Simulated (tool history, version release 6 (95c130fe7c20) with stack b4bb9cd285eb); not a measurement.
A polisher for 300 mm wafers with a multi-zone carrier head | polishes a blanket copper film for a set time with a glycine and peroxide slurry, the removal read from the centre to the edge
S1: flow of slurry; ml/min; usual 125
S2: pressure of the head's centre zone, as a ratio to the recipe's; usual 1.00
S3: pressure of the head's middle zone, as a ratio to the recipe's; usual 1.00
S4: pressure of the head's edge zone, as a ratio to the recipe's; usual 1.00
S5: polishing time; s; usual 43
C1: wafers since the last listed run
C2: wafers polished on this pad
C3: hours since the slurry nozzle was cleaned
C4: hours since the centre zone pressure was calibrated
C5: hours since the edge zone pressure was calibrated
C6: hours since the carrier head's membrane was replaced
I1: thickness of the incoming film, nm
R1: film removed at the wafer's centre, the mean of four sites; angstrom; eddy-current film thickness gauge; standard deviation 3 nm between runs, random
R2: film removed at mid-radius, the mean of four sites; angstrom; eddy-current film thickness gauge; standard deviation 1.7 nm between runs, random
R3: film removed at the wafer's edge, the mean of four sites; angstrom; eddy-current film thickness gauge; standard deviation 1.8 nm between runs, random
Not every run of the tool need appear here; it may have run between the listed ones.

run	hour	S1	S2	S3	S4	S5	C1	C2	C3	C4	C5	C6	I1	R1	R2	R3
1	0.0	125	1.00	1.00	1.00	43	0	2061	60.8	489.8	426.6	186.2	1079.0	1939	1971	1972
2	46.9	125	1.00	1.00	1.00	43	510	2571	107.7	536.7	473.5	233.1	1065.3	1790	1847	1836
# hour 56.2: centre zone pressure recalibrated
# hour 62.6: worn pad replaced by a new one
3	89.2	125	1.00	1.00	0.91	43	394	289	150.0	33.0	515.8	275.4	1081.2	2037	2063	1937
4	155.3	125	1.00	1.00	1.00	43	719	1008	216.1	99.1	581.9	341.5	1059.0	1949	2007	1991
# hour 202.0: slurry nozzle cleaned
# hour 307.5: worn pad replaced by a new one
5	328.6	125	1.00	1.00	1.00	43	1830	229	126.6	272.4	755.2	514.8	1057.7	2005	2093	2082
6	376.3	125	1.00	1.00	1.00	43	518	748	174.3	320.1	802.9	562.5	1051.1	1948	2038	2037
7	434.6	125	1.00	1.00	1.00	43	634	1383	232.6	378.4	861.2	620.8	1071.1	1887	1982	1975
# hour 446.1: slurry nozzle cleaned
8	468.6	125	1.00	1.00	1.00	43	359	1742	22.5	412.4	895.2	654.8	1061.5	2071	2081	2062
# hour 497.6: carrier head's membrane replaced by a new one
9	503.8	125	1.00	1.00	1.00	43	328	2070	57.7	447.6	930.4	6.2	1053.9	1937	1995	1983
# hour 527.2: centre zone pressure recalibrated
10	554.5	125	1.00	1.00	1.00	43	529	2600	108.4	27.3	981.1	56.9	1047.7	1767	1856	1854
# hour 570.2: worn pad replaced by a new one
11	583.7	125	1.00	1.00	1.00	43	274	146	137.6	56.5	1010.3	86.1	1068.6	2016	2038	2063
12	645.5	125	1.00	1.00	1.00	43	672	818	199.4	118.3	1072.1	147.9	1060.2	1939	1999	2012
13	698.6	125	1.00	1.00	1.00	43	577	1396	252.5	171.4	1125.2	201.0	1060.9	1829	1937	2000
# hour 712.2: slurry nozzle cleaned
# hour 715.3: edge zone pressure recalibrated
14	763.6	125	1.12	1.00	1.00	51	674	2070	51.4	236.4	48.3	266.0	1064.6	2623	2379	2366
15	800.3	125	1.00	1.00	1.00	35	399	2470	88.1	273.1	85.0	302.7	1065.4	1524	1568	1538
# hour 844.1: worn pad replaced by a new one
16	866.1	160	1.00	1.00	1.00	43	672	239	153.9	338.9	150.8	368.5	1055.5	2108	2169	2112
# hour 948.7: slurry nozzle cleaned
# hour 987.3: centre zone pressure recalibrated
17	987.8	165	1.00	1.00	1.05	50	1291	1531	39.1	0.5	272.5	490.2	1056.7	2504	2541	2512
18	1028.4	125	1.00	0.93	1.00	43	441	1972	79.7	41.1	313.1	530.8	1056.9	1871	1855	1955
# hour 1070.8: worn pad replaced by a new one
19	1074.4	125	1.00	1.00	0.93	43	456	39	125.7	87.1	359.1	576.8	1061.5	2036	2084	2014
20	1138.3	125	1.00	1.00	1.00	43	695	734	189.6	151.0	423.0	640.7	1044.0	2000	2022	2019
21	1217.9	125	1.00	1.00	1.00	43	865	1600	269.2	230.6	502.6	720.3	1043.2	1889	1968	1962
# hour 1234.6: slurry nozzle cleaned
# hour 1256.0: carrier head's membrane replaced by a new one
22	1287.2	125	1.00	0.94	0.91	58	688	2289	52.6	299.9	571.9	31.2	1064.0	2572	2498	2507

Here are 4 independent what-if runs from the current tool condition. What would each one return?
A	1287.6	125	1.00	1.00	1.00	43	4	2293	53.0	300.3	572.3	31.6	1062.9	?	?	?
B	1287.6	125	1.00	0.92	1.05	28	4	2293	53.0	300.3	572.3	31.6	1062.9	?	?	?
C	1287.6	95	1.00	1.00	1.00	47	4	2293	53.0	300.3	572.3	31.6	1062.9	?	?	?
D	1287.6	125	1.00	1.06	1.00	43	4	2293	53.0	300.3	572.3	31.6	1062.9	?	?	?

run	R1	R2	R3
A	1888	1960	1921
B	1229	1190	1282
C	1934	2025	2023
D	1889	2059	1919
Take away the tool's hidden state, keep each run's random variation, and the runs would have read:
run	R1	R2	R3
A	2196	2262	2180
B	1429	1373	1455
C	2278	2362	2308
D	2196	2376	2178
